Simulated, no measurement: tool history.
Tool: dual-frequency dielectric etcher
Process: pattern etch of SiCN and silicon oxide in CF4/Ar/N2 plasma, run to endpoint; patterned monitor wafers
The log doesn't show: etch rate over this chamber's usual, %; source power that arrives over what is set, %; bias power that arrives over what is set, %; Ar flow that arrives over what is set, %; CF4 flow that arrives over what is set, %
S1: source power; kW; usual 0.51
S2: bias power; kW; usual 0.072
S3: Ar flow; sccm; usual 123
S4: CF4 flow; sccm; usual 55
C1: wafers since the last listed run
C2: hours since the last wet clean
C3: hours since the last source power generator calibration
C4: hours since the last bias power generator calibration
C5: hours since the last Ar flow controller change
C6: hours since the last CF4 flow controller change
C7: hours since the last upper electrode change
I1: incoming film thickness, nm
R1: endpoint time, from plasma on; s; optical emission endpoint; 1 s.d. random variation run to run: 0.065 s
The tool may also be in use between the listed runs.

Run 1, day 0: usual settings; C1 0; C2 69.9; C3 2678; C4 867.2; C5 1633.8; C6 2616.7; C7 2766.3; I1 11.17. Result: R1 12.7 s.
Run 2, day 1.792: usual settings; C1 541; C2 112.9; C3 2721; C4 910.2; C5 1676.8; C6 2659.7; C7 2809.3; I1 11.3. Result: R1 12.8 s.
Run 3, day 3.521: usual settings; C1 522; C2 154.4; C3 2762.5; C4 951.7; C5 1718.3; C6 2701.2; C7 2850.8; I1 11.18. Result: R1 12.7 s.
Run 4, day 4.671: usual settings but S3 115 sccm, S4 65 sccm; C1 347; C2 182; C3 2790.1; C4 979.3; C5 1745.9; C6 2728.8; C7 2878.4; I1 11.23. Result: R1 12.1 s.
Run 5, day 5.925: usual settings but S2 0.084 kW, S3 103 sccm; C1 379; C2 212.1; C3 2820.2; C4 1009.4; C5 1776; C6 2758.9; C7 2908.5; I1 11.18. Result: R1 11.5 s.
Run 6, day 7.733: usual settings but S2 0.084 kW, S3 103 sccm; C1 546; C2 255.5; C3 2863.6; C4 1052.8; C5 1819.4; C6 2802.3; C7 2951.9; I1 11.32. Result: R1 11.6 s.
Run 7, day 10.633: usual settings but S2 0.084 kW, S3 103 sccm; C1 876; C2 325.1; C3 2933.2; C4 1122.4; C5 1889; C6 2871.9; C7 3021.5; I1 11.14. Result: R1 11.6 s.
Run 8, day 15.979: usual settings but S4 61 sccm; C1 1615; C2 453.4; C3 3061.5; C4 1250.7; C5 2017.3; C6 3000.2; C7 3149.8; I1 11.19. Result: R1 12.6 s.
At day 17.425: Ar flow controller replaced.
Run 9, day 18.425: usual settings; C1 663; C2 512.1; C3 3120.2; C4 1309.4; C5 24; C6 3058.9; C7 3208.5; I1 11.23. Result: R1 13 s.
Run 10, day 21.104: usual settings; C1 809; C2 576.4; C3 3184.5; C4 1373.7; C5 88.3; C6 3123.2; C7 3272.8; I1 11.15. Result: R1 12.8 s.
At day 22.071: source power generator calibrated.
At day 24.017: wet clean of the chamber.
Run 11, day 24.038: usual settings; C1 533; C2 0.5; C3 47.2; C4 1444.1; C5 158.7; C6 3193.6; C7 3343.2; I1 11.2. Result: R1 11.8 s.
At day 24.417: CF4 flow controller replaced.
Run 12, day 25.788: usual settings; C1 453; C2 42.5; C3 89.2; C4 1486.1; C5 200.7; C6 32.9; C7 3385.2; I1 11.21. Result: R1 11.7 s.
Run 13, day 27.925: usual settings but S1 0.63 kW, S3 100 sccm; C1 646; C2 93.8; C3 140.5; C4 1537.4; C5 252; C6 84.2; C7 3436.5; I1 11.15. Result: R1 8.9 s.
At day 28.954: upper electrode replaced.
Run 14, day 29.012: usual settings but S2 0.058 kW, S3 97 sccm; C1 26; C2 119.9; C3 166.6; C4 1563.5; C5 278.1; C6 110.3; C7 1.4; I1 11.3. Result: R1 12.3 s.
Run 15, day 30.208: usual settings but S1 0.39 kW, S2 0.062 kW, S3 99 sccm, S4 41 sccm; C1 361; C2 148.6; C3 195.3; C4 1592.2; C5 306.8; C6 139; C7 30.1; I1 11.21. Result: R1 17.5 s.
At day 32.629: wet clean of the chamber, repeated, since the last time left the tool worse.
Run 16, day 32.65: usual settings; C1 435; C2 0.5; C3 253.9; C4 1650.8; C5 365.4; C6 197.6; C7 88.7; I1 11.11. Result: R1 12.5 s.
At day 35.129: bias power generator calibrated.
Run 17, day 35.171: usual settings; C1 711; C2 61; C3 314.4; C4 1; C5 425.9; C6 258.1; C7 149.2; I1 11.13. Result: R1 12.6 s.
Run 18, day 36.583: usual settings but S3 140 sccm; C1 426; C2 94.9; C3 348.3; C4 34.9; C5 459.8; C6 292; C7 183.1; I1 11.09. Result: R1 12.9 s.
Run 19, day 37.671: usual settings but S1 0.61 kW, S3 149 sccm; C1 328; C2 121; C3 374.4; C4 61; C5 485.9; C6 318.1; C7 209.2; I1 11.24. Result: R1 11 s.
Run 20, day 39.796: usual settings but S1 0.41 kW; C1 642; C2 172; C3 425.4; C4 112; C5 536.9; C6 369.1; C7 260.2; I1 11.11. Result: R1 16.3 s.
Run 21, day 42.775: usual settings; C1 900; C2 243.5; C3 496.9; C4 183.5; C5 608.4; C6 440.6; C7 331.7; I1 11.16. Result: R1 12.8 s.
Run 22, day 44.121: usual settings but S2 0.054 kW; C1 406; C2 275.8; C3 529.2; C4 215.8; C5 640.7; C6 472.9; C7 364; I1 11.31. Result: R1 14.6 s.
Run 23, day 46.712: usual settings but S1 0.61 kW, S2 0.09 kW; C1 783; C2 338; C3 591.4; C4 278; C5 702.9; C6 535.1; C7 426.2; I1 11.2. Result: R1 9.6 s.
Run 24, day 49.354: usual settings but S1 0.41 kW, S2 0.079 kW, S3 104 sccm; C1 798; C2 401.4; C3 654.8; C4 341.4; C5 766.3; C6 598.5; C7 489.6; I1 11.3. Result: R1 15.5 s.

Here are 4 independent what-if runs from the current tool condition. What would each one return?
Run A, day 49.371: usual settings; C1 5; C2 401.8; C3 655.2; C4 341.8; C5 766.7; C6 598.9; C7 490; I1 11.11. Result: R1 ?.
Run B, day 49.371: usual settings but S2 0.078 kW, S4 68 sccm; C1 5; C2 401.8; C3 655.2; C4 341.8; C5 766.7; C6 598.9; C7 490; I1 11.11. Result: R1 ?.
Run C, day 49.371: usual settings but S1 0.62 kW, S2 0.059 kW, S3 115 sccm, S4 46 sccm; C1 5; C2 401.8; C3 655.2; C4 341.8; C5 766.7; C6 598.9; C7 490; I1 11.11. Result: R1 ?.
Run D, day 49.371: usual settings but S1 0.62 kW, S2 0.084 kW, S3 106 sccm; C1 5; C2 401.8; C3 655.2; C4 341.8; C5 766.7; C6 598.9; C7 490; I1 11.11. Result: R1 ?.

run    R1
  A  12.8
  B  11.9
  C  11.5
  D   9.4
Without the tool's hidden state the same runs would have given:
run    R1
  A  12.5
  B  11.6
  C  11.2
  D   9.2

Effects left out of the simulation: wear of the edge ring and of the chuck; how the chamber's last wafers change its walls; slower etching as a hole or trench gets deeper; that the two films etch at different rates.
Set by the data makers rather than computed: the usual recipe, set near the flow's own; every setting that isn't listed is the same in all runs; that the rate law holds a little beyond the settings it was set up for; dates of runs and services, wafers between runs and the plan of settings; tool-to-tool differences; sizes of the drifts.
